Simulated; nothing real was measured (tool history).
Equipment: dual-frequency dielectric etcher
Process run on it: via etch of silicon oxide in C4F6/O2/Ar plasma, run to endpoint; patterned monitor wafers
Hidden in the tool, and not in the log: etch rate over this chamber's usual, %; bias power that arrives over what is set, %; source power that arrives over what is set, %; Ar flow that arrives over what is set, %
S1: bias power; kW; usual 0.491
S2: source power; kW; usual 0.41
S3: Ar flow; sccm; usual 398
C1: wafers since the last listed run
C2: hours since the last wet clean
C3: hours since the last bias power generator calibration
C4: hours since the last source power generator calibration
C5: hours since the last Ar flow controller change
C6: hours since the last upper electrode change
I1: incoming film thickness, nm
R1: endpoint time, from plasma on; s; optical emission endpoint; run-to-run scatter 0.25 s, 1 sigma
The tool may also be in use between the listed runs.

run    hour     S1    S2   S3    C1     C2      C3      C4      C5      C6     I1    R1
  1       0  0.491  0.41  398     0    196  3081.6    1773  2056.3  1063.4    128  29.4
  2      50  0.491  0.41  398   620    246  3131.6    1823  2106.3  1113.4  129.2  29.8
  3   105.3  0.491  0.41  398   685  301.3  3186.9  1878.3  2161.6  1168.7  129.5  30.1
      151.6  -- wet clean of the chamber
  4   157.9  0.491  0.41  398   354    6.3  3239.5  1930.9  2214.2  1221.3  129.2  28.3
  5   207.5  0.491  0.37  398   615   55.9  3289.1  1980.5  2263.8  1270.9  130.5  30.6
  6   253.4  0.491  0.37  398   569  101.8    3335  2026.4  2309.7  1316.8  128.9  30.7
  7   284.9  0.491  0.37  398   390  133.3  3366.5  2057.9  2341.2  1348.3  128.2  30.6
  8   325.8  0.558  0.41  398   507  174.2  3407.4  2098.8  2382.1  1389.2    129    28
  9     369  0.558  0.41  398   535  217.4  3450.6    2142  2425.3  1432.4    129  28.8
      557.8  -- wet clean of the chamber
 10   558.3  0.544  0.41  398  2050    0.5  3639.9  2331.3  2614.6  1621.7  130.1  28.4
 11   595.8  0.491  0.41  398   465     38  3677.4  2368.8  2652.1  1659.2  129.5  29.3
 12   642.7  0.491  0.41  398   581   84.9  3724.3  2415.7    2699  1706.1  129.9  29.8
 13     674  0.558  0.41  398   388  116.2  3755.6    2447  2730.3  1737.4  129.1  28.2
      713.3  -- source power generator calibrated
 14   715.2  0.377  0.47  398   461  157.4  3796.8     1.9  2771.5  1778.6    129  29.9
 15   769.3  0.438  0.41  439   670  211.5  3850.9      56  2825.6  1832.7  128.6  31.1
      784.5  -- bias power generator calibrated
      827.5  -- upper electrode replaced
 16     837  0.426  0.33  450   492  279.2    52.5   123.7  2893.3     9.5  129.2  35.8
      847.3  -- Ar flow controller replaced
 17   899.9  0.491  0.44  345   705  342.1   115.4   186.6    52.6    72.4  128.9  28.5
      952.7  -- wet clean of the chamber
 18  1078.2  0.491  0.38  475  1913  125.5   293.7   364.9   230.9   250.7  129.2  31.8
 19  1111.1  0.591  0.45  398   408  158.4   326.6   397.8   263.8   283.6    129  26.7
 20  1155.9  0.491  0.41  398   555  203.2   371.4   442.6   308.6   328.4  128.8  29.4
 21  1192.9  0.562  0.45  318   458  240.2   408.4   479.6   345.6   365.4  129.4  26.2
     1279.2  -- wet clean of the chamber
 22  1279.7  0.611  0.41  398   778    0.5   495.2   566.4   432.4   452.2  128.9  27.1
 23  1295.9  0.491  0.41  494   200   16.7   511.4   582.6   448.6   468.4  129.5    30

Forecast each of these 5 alternatives for the next run:
  A  1296.3  0.491  0.41  398   4  17.1  511.8  583  449  468.8  128.4   ?
  B  1296.3   0.53  0.36  398   4  17.1  511.8  583  449  468.8  128.4   ?
  C  1296.3  0.449  0.41  452   4  17.1  511.8  583  449  468.8  128.4   ?
  D  1296.3  0.459  0.41  398   4  17.1  511.8  583  449  468.8  128.4   ?
  E  1296.3  0.601  0.37  398   4  17.1  511.8  583  449  468.8  128.4   ?

run    R1
  A  29.1
  B  30.5
  C  30.5
  D  29.7
  E  28.9
Stripped of hidden state, with their random variation kept, the same runs would have yielded:
run    R1
  A    29
  B  30.4
  C  30.4
  D  29.6
  E  28.8
